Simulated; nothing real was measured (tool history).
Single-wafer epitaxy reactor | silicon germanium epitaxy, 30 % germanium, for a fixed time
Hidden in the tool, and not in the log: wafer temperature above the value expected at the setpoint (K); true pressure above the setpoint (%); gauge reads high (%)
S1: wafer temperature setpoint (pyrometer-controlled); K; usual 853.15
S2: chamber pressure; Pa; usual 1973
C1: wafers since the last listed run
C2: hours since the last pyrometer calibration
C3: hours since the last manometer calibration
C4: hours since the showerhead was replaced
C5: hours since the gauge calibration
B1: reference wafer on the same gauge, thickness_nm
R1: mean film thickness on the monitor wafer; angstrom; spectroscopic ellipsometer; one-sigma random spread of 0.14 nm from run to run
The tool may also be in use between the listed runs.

run	hour	S1	S2	C1	C2	C3	C4	C5	B1	R1
1	0	853.15	1973	0	810.2	2020	1766.1	864	42.1	359.08
2	49.7	853.15	1973	807	859.9	2069.7	1815.8	913.7	42.085	359.08
3	118.6	853.15	1973	1119	928.8	2138.6	1884.7	982.6	42.077	359
4	158.2	853.15	1973	643	968.4	2178.2	1924.3	1022.2	42.153	358.13
5	184.6	847.15	2146	428	994.8	2204.6	1950.7	1048.6	42.114	331.77
6	242	847.15	2146	932	1052.2	2262	2008.1	1106	42.126	329.23
7	309.8	847.15	2146	1101	1120	2329.8	2075.9	1173.8	42.104	330.92
8	360.7	865.15	1680	826	1170.9	2380.7	2126.8	1224.7	42.052	419.62
9	387.4	865.15	1680	433	1197.6	2407.4	2153.5	1251.4	42.032	420.22
10	433.6	853.15	1973	750	1243.8	2453.6	2199.7	1297.6	42.057	358.85
11	494	853.15	1973	981	1304.2	2514	2260.1	1358	42.072	357.63
# hour 509.5: capacitance manometer re-zeroed and calibrated
# hour 564.2: gauge calibrated
12	645.7	853.15	1973	2333	1455.9	136.2	2411.8	81.5	42.116	366.76
# hour 664.2: pyrometer calibrated
13	710.6	853.15	1693	924	46.4	201.1	2476.7	146.4	42.048	341.27
14	781.8	853.15	2333	1156	117.6	272.3	2547.9	217.6	42.149	391.13
15	851.1	853.15	1520	1125	186.9	341.6	2617.2	286.9	42.077	327.45
16	898.6	840.15	1973	771	234.4	389.1	2664.7	334.4	42.111	281.65
17	968.3	853.15	1973	1132	304.1	458.8	2734.4	404.1	42.125	362.72
# hour 996.1: showerhead replaced
18	1032.9	842.15	1787	919	368.7	523.4	36.8	468.7	42.061	277.98
19	1085.9	853.15	1973	860	421.7	576.4	89.8	521.7	42.143	365.43
20	1126.2	853.15	1973	654	462	616.7	130.1	562	42.09	361.96
21	1196.2	845.15	1973	1136	532	686.7	200.1	632	42.055	309.03
22	1250.9	853.15	1973	888	586.7	741.4	254.8	686.7	42.115	360.17
23	1285	846.15	1973	553	620.8	775.5	288.9	720.8	42.111	316.68
24	1337.7	853.15	1600	855	673.5	828.2	341.6	773.5	42.097	327.61
25	1374.1	839.15	1600	591	709.9	864.6	378	809.9	42.078	250.26

Branching from run 25: 3 alternative next runs. What would each branch give?
A	1374.5	847.15	1973	6	710.3	865	378.4	810.3	?	?
B	1374.5	853.15	1787	6	710.3	865	378.4	810.3	?	?
C	1374.5	864.15	1600	6	710.3	865	378.4	810.3	?	?

run	B1	R1
A	42.062	320.02
B	42.062	344.79
C	42.062	405.73
What these runs would have given with no unlogged condition in the tool:
run	R1
A	326.38
B	351.65
C	413.8

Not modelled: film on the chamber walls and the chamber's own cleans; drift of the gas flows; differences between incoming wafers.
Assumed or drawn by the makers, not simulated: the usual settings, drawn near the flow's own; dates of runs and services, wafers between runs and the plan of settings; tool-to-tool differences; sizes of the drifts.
